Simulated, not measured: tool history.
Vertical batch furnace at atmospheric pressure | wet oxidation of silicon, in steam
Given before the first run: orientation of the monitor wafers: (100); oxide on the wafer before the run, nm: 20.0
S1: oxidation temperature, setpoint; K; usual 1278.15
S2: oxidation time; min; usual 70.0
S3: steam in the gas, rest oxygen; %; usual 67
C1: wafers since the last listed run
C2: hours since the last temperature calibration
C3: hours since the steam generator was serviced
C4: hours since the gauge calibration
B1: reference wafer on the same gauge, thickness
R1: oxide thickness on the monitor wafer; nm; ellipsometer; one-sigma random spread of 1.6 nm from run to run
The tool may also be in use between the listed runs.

run,hour,S1,S2,S3,C1,C2,C3,C4,B1,R1
1,0.0,1288.15,70.0,67,0,1390.0,219.7,1299.9,357.02,398.15
2,88.8,1288.15,70.0,67,798,1478.8,308.5,1388.7,357.39,398.68
3,158.0,1288.15,70.0,67,622,1548.0,377.7,1457.9,356.78,398.30
4,251.0,1278.15,70.0,67,836,1641.0,470.7,1550.9,356.94,373.88
5,352.1,1278.15,70.0,67,909,1742.1,571.8,1652.0,357.34,374.79
6,402.6,1278.15,70.0,67,454,1792.6,622.3,1702.5,356.94,369.76
7,443.9,1278.15,70.0,67,371,1833.9,663.6,1743.8,357.02,372.66
8,518.4,1278.15,70.0,67,669,1908.4,738.1,1818.3,356.88,371.55
9,601.7,1278.15,70.0,67,748,1991.7,821.4,1901.6,357.28,374.09
10,639.9,1278.15,70.0,67,343,2029.9,859.6,1939.8,356.82,371.17
11,702.0,1278.15,70.0,67,558,2092.0,921.7,2001.9,357.01,373.84
12,755.3,1278.15,70.0,67,479,2145.3,975.0,2055.2,357.79,373.78
13,970.6,1278.15,70.0,67,1935,2360.6,1190.3,2270.5,356.90,373.13
14,1067.5,1278.15,70.0,67,871,2457.5,1287.2,2367.4,356.75,372.67
15,1202.0,1278.15,70.0,67,1209,2592.0,1421.7,2501.9,357.02,373.36
16,1309.4,1278.15,58.5,67,965,2699.4,1529.1,2609.3,356.74,329.66
17,1375.3,1278.15,70.0,67,592,2765.3,1595.0,2675.2,356.88,368.70
18,1475.7,1278.15,70.0,67,902,2865.7,1695.4,2775.6,357.17,373.08
# hour 1487.7: gauge calibrated
19,1525.3,1298.15,53.0,71,445,2915.3,1745.0,37.6,357.02,368.39
20,1583.9,1266.15,88.5,67,526,2973.9,1803.6,96.2,357.40,400.14
21,1629.5,1278.15,102.0,67,409,3019.5,1849.2,141.8,356.85,478.25
22,1686.9,1262.15,97.5,67,516,3076.9,1906.6,199.2,357.33,417.61
23,1786.6,1278.15,70.0,67,896,3176.6,2006.3,298.9,356.66,373.07
24,1842.0,1257.15,70.0,58,498,3232.0,2061.7,354.3,357.34,289.61
25,1915.1,1297.15,56.5,76,657,3305.1,2134.8,427.4,357.15,401.19
26,2016.2,1278.15,70.0,67,909,3406.2,2235.9,528.5,357.23,373.59
27,2097.0,1259.15,70.0,78,726,3487.0,2316.7,609.3,356.66,357.83
28,2156.0,1271.15,61.0,72,530,3546.0,2375.7,668.3,356.77,341.38
29,2245.3,1255.15,42.0,78,802,3635.3,2465.0,757.6,357.17,243.20
30,2332.2,1295.15,92.5,64,781,3722.2,2551.9,844.5,356.70,478.08
31,2439.3,1289.15,43.5,76,962,3829.3,2659.0,951.6,357.37,318.36
# hour 2483.1: steam generator serviced
# hour 2490.6: thermocouples replaced and temperature profile calibrated
32,2513.6,1278.15,70.0,67,385,23.0,30.5,1025.9,357.28,370.36
33,2577.2,1302.15,82.0,67,571,86.6,94.1,1089.5,357.24,478.25
34,2646.9,1278.15,70.0,67,626,156.3,163.8,1159.2,356.72,374.68
35,2750.7,1278.15,70.0,67,933,260.1,267.6,1263.0,356.85,372.48
36,2854.5,1278.15,81.0,74,933,363.9,371.4,1366.8,357.31,438.49
37,3150.2,1278.15,70.0,67,2658,659.6,667.1,1662.5,357.12,371.46
38,3220.5,1278.15,70.0,63,632,729.9,737.4,1732.8,357.08,356.60
39,3312.1,1264.15,70.0,61,823,821.5,829.0,1824.4,357.32,314.48

Each row is a separate what-if for the run after 39, all from the same tool condition, not one after another. Results?
A,3317.3,1278.15,70.0,74,46,826.7,834.2,1829.6,?,?
B,3317.3,1278.15,44.5,71,46,826.7,834.2,1829.6,?,?
C,3317.3,1264.15,83.0,73,46,826.7,834.2,1829.6,?,?

run,B1,R1
A,357.73,399.59
B,357.73,286.19
C,357.73,402.06
With the hidden condition removed and each run's random variation left untouched, the same runs would have given:
run,R1
A,399.59
B,286.19
C,402.06
